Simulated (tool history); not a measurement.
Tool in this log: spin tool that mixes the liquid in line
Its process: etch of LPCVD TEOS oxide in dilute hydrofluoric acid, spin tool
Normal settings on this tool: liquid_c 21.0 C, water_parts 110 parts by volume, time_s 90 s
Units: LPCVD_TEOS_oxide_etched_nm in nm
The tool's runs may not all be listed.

run    hour  liquid_c  water_parts  time_s  wafers since the last listed run  hours since the thermometer was replaced  hours since the hydrofluoric acid flow meter was replaced  hours since the gauge calibration  read-back film thickness of the LPCVD TEOS oxide reference wafer, read on the same gauge (nm)  LPCVD_TEOS_oxide_etched_nm
  1     0.0      24.5          110      90                                 0                                     580.4                                                       57.2                             2112.0                                                                                          60.00                       27.84
  2    80.5      21.0           75     120                               855                                     660.9                                                      137.7                             2192.5                                                                                          59.99                       48.72
  3   167.0      21.0           75     120                               919                                     747.4                                                      224.2                             2279.0                                                                                          60.00                       49.35
  4   260.5      21.0           75     120                               993                                     840.9                                                      317.7                             2372.5                                                                                          60.01                       48.66
  5   345.4      21.0          110     105                               902                                     925.8                                                      402.6                             2457.4                                                                                          59.96                       27.96
  6   449.7      17.0          110      90                              1108                                    1030.1                                                      506.9                             2561.7                                                                                          60.02                       20.06
  7   549.4      21.0          110      90                              1059                                    1129.8                                                      606.6                             2661.4                                                                                          60.06                       23.37
  8   649.5      21.0          110      90                              1064                                    1229.9                                                      706.7                             2761.5                                                                                          60.03                       23.10
      761.0  -- thermometer replaced
  9   905.3      21.0          110      90                              2708                                     144.3                                                      962.5                             3017.3                                                                                          60.02                       23.08
 10   971.8      21.0          110      70                               706                                     210.8                                                     1029.0                             3083.8                                                                                          60.04                       18.15
     1038.9  -- gauge calibrated
 11  1075.4      21.0          110      90                              1101                                     314.4                                                     1132.6                               36.5                                                                                          60.02                       23.00
     1084.9  -- hydrofluoric acid flow meter replaced
 12  1144.9      21.0          110      90                               728                                     383.9                                                       60.0                              106.0                                                                                          59.97                       24.11
 13  1189.3      21.0          110      90                               471                                     428.3                                                      104.4                              150.4                                                                                          59.96                       23.49
 14  1296.0      19.5          110      90                              1134                                     535.0                                                      211.1                              257.1                                                                                          59.99                       22.50
 15  1396.4      25.0           55      65                              1067                                     635.4                                                      311.5                              357.5                                                                                          59.98                       43.50
 16  1454.0      21.0          110     115                               612                                     693.0                                                      369.1                              415.1                                                                                          59.98                       30.74
 17  1655.6      25.5          125      90                              2142                                     894.6                                                      570.7                              616.7                                                                                          60.01                       24.16
 18  1737.0      25.0           90      90                               865                                     976.0                                                      652.1                              698.1                                                                                          60.05                       33.97
 19  1815.5      21.0          110      90                               834                                    1054.5                                                      730.6                              776.6                                                                                          59.99                       23.68
 20  1901.4      21.0          110      90                               913                                    1140.4                                                      816.5                              862.5                                                                                          59.99                       23.45
 21  1962.8      21.0          110      90                               652                                    1201.8                                                      877.9                              923.9                                                                                          59.99                       23.13
     2027.5  -- thermometer replaced
 22  2029.6      25.0          110     125                               699                                       2.1                                                      944.7                              990.7                                                                                          60.00                       37.33
     2103.7  -- hydrofluoric acid flow meter replaced
 23  2105.1      21.0          165      90                               791                                      77.6                                                        1.4                             1066.2                                                                                          60.05                       15.22
 24  2180.1      21.0          110      90                               797                                     152.6                                                       76.4                             1141.2                                                                                          59.99                       24.50
 25  2252.2      21.0           60      90                               766                                     224.7                                                      148.5                             1213.3                                                                                          60.00                       47.03
 26  2347.6      24.5          110      90                              1014                                     320.1                                                      243.9                             1308.7                                                                                          60.01                       27.77
 27  2446.8      18.0           65      90                              1054                                     419.3                                                      343.1                             1407.9                                                                                          60.00                       37.54
 28  2508.4      22.5          110      90                               654                                     480.9                                                      404.7                             1469.5                                                                                          59.99                       25.26
 29  2556.3      21.0          110      90                               509                                     528.8                                                      452.6                             1517.4                                                                                          60.01                       23.72
 30  2752.2      23.5          160     115                              2082                                     724.7                                                      648.5                             1713.3                                                                                          60.00                       21.97
 31  2801.6      25.0          145     115                               525                                     774.1                                                      697.9                             1762.7                                                                                          59.97                       26.06
 32  2841.1      23.0          145     120                               419                                     813.6                                                      737.4                             1802.2                                                                                          59.99                       24.84

For each run, what was the tool's unlogged condition?
liquid hotter than its thermometer reads (K): 0 in every run
gauge reads high (%): 0 in every run
H1: hydrofluoric acid flow below the setpoint (%)
run     H1
  1  0.287
  2  0.618
  3  0.974
  4   1.36
  5   1.71
  6   2.14
  7   2.55
  8   2.96
  9   4.01
 10   4.28
 11   4.71
 12  0.856
 13   1.04
 14   1.48
 15   1.89
 16   2.13
 17   2.96
 18   3.29
 19   3.61
 20   3.97
 21   4.22
 22   4.49
 23  0.153
 24  0.462
 25  0.758
 26   1.15
 27   1.56
 28   1.81
 29   2.01
 30   2.81
 31   3.02
 32   3.18

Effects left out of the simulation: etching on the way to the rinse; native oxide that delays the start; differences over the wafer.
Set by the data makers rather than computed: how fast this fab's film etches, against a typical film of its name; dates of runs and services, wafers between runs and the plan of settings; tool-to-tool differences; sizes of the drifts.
